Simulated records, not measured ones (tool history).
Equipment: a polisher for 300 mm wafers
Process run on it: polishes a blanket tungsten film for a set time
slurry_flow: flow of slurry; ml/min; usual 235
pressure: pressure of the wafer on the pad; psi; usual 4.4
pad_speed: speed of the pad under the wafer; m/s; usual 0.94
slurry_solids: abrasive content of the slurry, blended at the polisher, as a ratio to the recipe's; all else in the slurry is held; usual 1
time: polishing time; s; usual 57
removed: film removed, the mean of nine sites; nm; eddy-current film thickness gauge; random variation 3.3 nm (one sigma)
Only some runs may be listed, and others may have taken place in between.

run	hour	slurry_flow	pressure	pad_speed	slurry_solids	time	wafers since the last listed run	wafers polished on this pad	hours since the slurry nozzle was cleaned	hours since the head pressure was calibrated	hours since the slurry blender was calibrated	hours since the slurry got fresh peroxide	incoming thickness of the incoming film, nm	removed
1	0	235	4.4	0.94	1	57	0	1606	603.6	487.2	561.9	245.3	833.4	334.7
2	42.8	235	4.4	0.94	1	57	349	1956	646.4	530	604.7	288.1	851.2	332
# hour 92.5: slurry nozzle cleaned
# hour 137.2: head pressure recalibrated
3	142.2	235	4.4	0.94	1	46	787	2744	49.7	5	704.1	387.5	840.6	263.9
# hour 198.5: slurry blender recalibrated
4	222.5	235	4.4	0.94	0.9	57	639	3384	130	85.3	24	467.8	846.3	315
5	275.7	280	4.4	0.94	1.1	57	434	3818	183.2	138.5	77.2	521	850.1	334.5
6	329.9	235	4.4	0.7	1	65	442	4261	237.4	192.7	131.4	575.2	846.3	310.6
# hour 397.1: slurry tank refilled with fresh slurry and peroxide
7	427.4	195	4.4	0.94	1	50	788	5050	334.9	290.2	228.9	30.3	849.5	294
8	492.4	235	4.4	0.94	1.1	41	531	5581	399.9	355.2	293.9	95.3	832.6	250.9
# hour 567.2: worn pad replaced by a new one
9	640	175	5.6	0.94	1.15	37	1173	594	547.5	502.8	441.5	242.9	824.8	272.6
10	731.8	190	3.9	1.08	1.2	57	750	1344	639.3	594.6	533.3	334.7	839	320.8
# hour 747: slurry nozzle cleaned
11	802.4	235	4.4	0.94	1	57	568	1913	55.4	665.2	603.9	405.3	831.2	319.7
# hour 834.3: head pressure recalibrated
# hour 876: slurry blender recalibrated
12	905.6	235	4.4	0.94	1	57	810	2724	158.6	71.3	29.6	508.5	833.2	320.4
# hour 989: slurry tank refilled with fresh slurry and peroxide
13	1106.3	300	5.8	0.82	1	67	1631	4355	359.3	272	230.3	117.3	829.4	500.8
14	1183.4	235	4.4	0.94	1.15	57	629	4985	436.4	349.1	307.4	194.4	836.1	346.1
# hour 1225.2: worn pad replaced by a new one
15	1231.3	195	4.4	0.94	1	57	358	49	484.3	397	355.3	242.3	840.2	324.8
16	1317.4	235	4.4	0.94	1	57	703	753	570.4	483.1	441.4	328.4	840	334.7
17	1361.4	235	4.4	0.94	1	72	359	1112	614.4	527.1	485.4	372.4	839.2	413
18	1401.1	200	5.1	0.94	1.15	47	324	1437	654.1	566.8	525.1	412.1	834.5	323.8
# hour 1466: head pressure recalibrated
# hour 1482.7: slurry blender recalibrated
19	1506.7	235	4.4	0.94	1	57	830	2267	759.7	40.7	24	517.7	835.6	325.2
# hour 1514.1: slurry nozzle cleaned
20	1584	235	5.3	0.7	1	57	623	2890	69.9	118	101.3	595	832.8	326.8
# hour 1640.1: slurry tank refilled with fresh slurry and peroxide
21	1688.9	235	4.4	0.94	1	57	848	3739	174.8	222.9	206.2	48.8	841	344.4
22	1761.6	235	4.4	0.94	1	57	594	4333	247.5	295.6	278.9	121.5	842.6	345
# hour 1816.3: worn pad replaced by a new one
23	1861.4	235	4.4	0.94	1.1	57	782	368	347.3	395.4	378.7	221.3	828.5	342.1
24	1908.4	235	4.4	0.7	0.85	57	384	752	394.3	442.4	425.7	268.3	831.7	268.4
25	2008.2	235	5.4	0.94	1	57	815	1568	494.1	542.2	525.5	368.1	830.5	402.5

5 options for the next run, each taken on its own from the tool as it stands now. Forecast them:
A	2008.6	235	4.4	0.68	1	57	3	1571	494.5	542.6	525.9	368.5	830	?
B	2008.6	180	4.4	1.06	1	57	3	1571	494.5	542.6	525.9	368.5	830	?
C	2008.6	280	4.4	0.94	0.8	57	3	1571	494.5	542.6	525.9	368.5	830	?
D	2008.6	235	4.8	0.94	1	57	3	1571	494.5	542.6	525.9	368.5	830	?
E	2008.6	285	5	0.94	1	57	3	1571	494.5	542.6	525.9	368.5	830	?

run	removed
A	276.9
B	347.2
C	320.6
D	362.2
E	384
The same runs, with their run-to-run variation unchanged, on a tool lacking any hidden condition would have given:
run	removed
A	292.6
B	366.9
C	338.7
D	382.7
E	405.8
